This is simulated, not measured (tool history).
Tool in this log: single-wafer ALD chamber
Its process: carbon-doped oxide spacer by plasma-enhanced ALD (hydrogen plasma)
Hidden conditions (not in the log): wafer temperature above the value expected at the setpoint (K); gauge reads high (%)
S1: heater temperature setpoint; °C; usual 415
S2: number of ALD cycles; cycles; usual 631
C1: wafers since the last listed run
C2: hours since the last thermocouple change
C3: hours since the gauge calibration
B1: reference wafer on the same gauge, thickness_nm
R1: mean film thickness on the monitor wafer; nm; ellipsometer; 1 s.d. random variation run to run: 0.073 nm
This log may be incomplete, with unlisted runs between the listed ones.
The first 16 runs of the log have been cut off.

{"run": 17, "day": 58.167, "S1": 415, "S2": 631, "C1": 69, "C2": 206.5, "C3": 2892.0, "B1": 23.605, "R1": 28.625}
{"run": 18, "day": 61.646, "S1": 415, "S2": 631, "C1": 55, "C2": 290.0, "C3": 2975.5, "B1": 23.594, "R1": 28.62}
{"run": 19, "day": 65.183, "S1": 415, "S2": 631, "C1": 56, "C2": 374.9, "C3": 3060.4, "B1": 23.6, "R1": 28.352}
{"run": 20, "day": 69.296, "S1": 409, "S2": 631, "C1": 65, "C2": 473.6, "C3": 3159.1, "B1": 23.591, "R1": 28.936}
{"run": 21, "day": 73.396, "S1": 400, "S2": 574, "C1": 65, "C2": 572.0, "C3": 3257.5, "B1": 23.597, "R1": 26.978}
{"run": 22, "day": 75.475, "S1": 424, "S2": 527, "C1": 33, "C2": 621.9, "C3": 3307.4, "B1": 23.598, "R1": 22.968}
{"run": 23, "day": 77.592, "S1": 425, "S2": 577, "C1": 33, "C2": 672.7, "C3": 3358.2, "B1": 23.576, "R1": 25.241}
{"run": 24, "day": 80.742, "S1": 424, "S2": 755, "C1": 50, "C2": 748.3, "C3": 3433.8, "B1": 23.61, "R1": 33.042}
{"day": 87.55, "done": "gauge calibrated"}
{"run": 25, "day": 88.825, "S1": 415, "S2": 709, "C1": 129, "C2": 942.3, "C3": 30.6, "B1": 23.583, "R1": 31.902}
{"run": 26, "day": 93.004, "S1": 415, "S2": 631, "C1": 66, "C2": 1042.6, "C3": 130.9, "B1": 23.583, "R1": 28.409}

What does the tool deliver on the next run?
{"run": 27, "day": 96.562, "S1": 415, "S2": 751, "C1": 56, "C2": 1128.0, "C3": 216.3, "B1": "?", "R1": "?"}

Logged for run 27: B1 23.609, R1 33.566 nm.
With the hidden condition absent and the run-to-run variation left alone, this run would have shown R1 34.011 nm.

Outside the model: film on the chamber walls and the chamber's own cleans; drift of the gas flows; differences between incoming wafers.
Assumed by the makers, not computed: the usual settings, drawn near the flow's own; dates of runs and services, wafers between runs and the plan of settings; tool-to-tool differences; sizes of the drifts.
